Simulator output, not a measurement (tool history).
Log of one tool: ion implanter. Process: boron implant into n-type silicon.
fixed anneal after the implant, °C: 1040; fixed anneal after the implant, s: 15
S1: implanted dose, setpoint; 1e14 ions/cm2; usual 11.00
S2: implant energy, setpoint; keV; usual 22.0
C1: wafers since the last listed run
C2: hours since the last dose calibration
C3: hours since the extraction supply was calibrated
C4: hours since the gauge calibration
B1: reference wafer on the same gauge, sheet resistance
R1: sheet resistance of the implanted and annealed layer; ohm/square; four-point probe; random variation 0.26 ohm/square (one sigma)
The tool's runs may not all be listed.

run	hour	S1	S2	C1	C2	C3	C4	B1	R1
1	0.0	11.84	22.0	0	743.4	4902.0	1112.2	109.31	91.96
# hour 45.1: gauge calibrated
2	265.7	11.00	22.0	4811	1009.1	5167.7	220.6	111.05	99.69
3	334.1	11.00	22.0	1238	1077.5	5236.1	289.0	111.05	99.23
4	426.5	11.00	25.5	1673	1169.9	5328.5	381.4	110.95	98.25
5	474.6	11.00	25.5	871	1218.0	5376.6	429.5	110.84	97.99
6	523.2	11.00	25.5	880	1266.6	5425.2	478.1	110.76	98.11
7	572.3	11.86	26.0	889	1315.7	5474.3	527.2	110.74	91.61
8	658.9	11.86	26.0	1568	1402.3	5560.9	613.8	110.67	91.09
9	748.2	11.86	26.0	1617	1491.6	5650.2	703.1	110.41	91.70
10	831.1	11.00	16.5	1501	1574.5	5733.1	786.0	110.27	101.52
# hour 902.9: Faraday cup replaced and dose calibrated
11	928.0	11.00	16.5	1609	25.1	5830.0	882.9	109.90	101.64
12	1002.8	11.00	22.0	1354	99.9	5904.8	957.7	109.72	97.99
# hour 1044.8: extraction supply calibrated
13	1096.5	13.37	15.0	1551	193.6	51.7	1051.4	109.52	87.68
14	1173.7	9.30	26.5	1397	270.8	128.9	1128.6	109.26	111.11
15	1224.9	13.51	18.0	927	322.0	180.1	1179.8	109.27	83.81
16	1270.1	12.04	26.5	818	367.2	225.3	1225.0	108.98	89.15
# hour 1385.9: gauge calibrated
17	1471.5	11.00	22.0	3647	568.6	426.7	85.6	110.90	99.27
18	1562.4	13.07	17.0	1646	659.5	517.6	176.5	110.75	88.55
19	1603.6	13.79	28.5	746	700.7	558.8	217.7	110.80	80.51
20	1672.5	12.65	25.0	1247	769.6	627.7	286.6	110.81	87.02
21	1725.7	11.00	22.0	963	822.8	680.9	339.8	110.64	99.54
22	1803.3	11.00	28.5	1405	900.4	758.5	417.4	110.66	97.26

The tool's hidden state at each run:
deviation of the true dose from the Faraday cup's reading, %: 0 in every run
deviation of the true energy from its setpoint, %: 0 in every run
H1: gauge reads high (%)
run	H1
1	-1.5
2	0.0866
3	0.044
4	-0.0318
5	-0.0795
6	-0.133
7	-0.194
8	-0.315
9	-0.458
10	-0.609
11	-0.807
12	-0.976
13	-1.21
14	-1.41
15	-1.56
16	-1.69
17	-0.0542
18	-0.0834
19	-0.103
20	-0.146
21	-0.186
22	-0.258
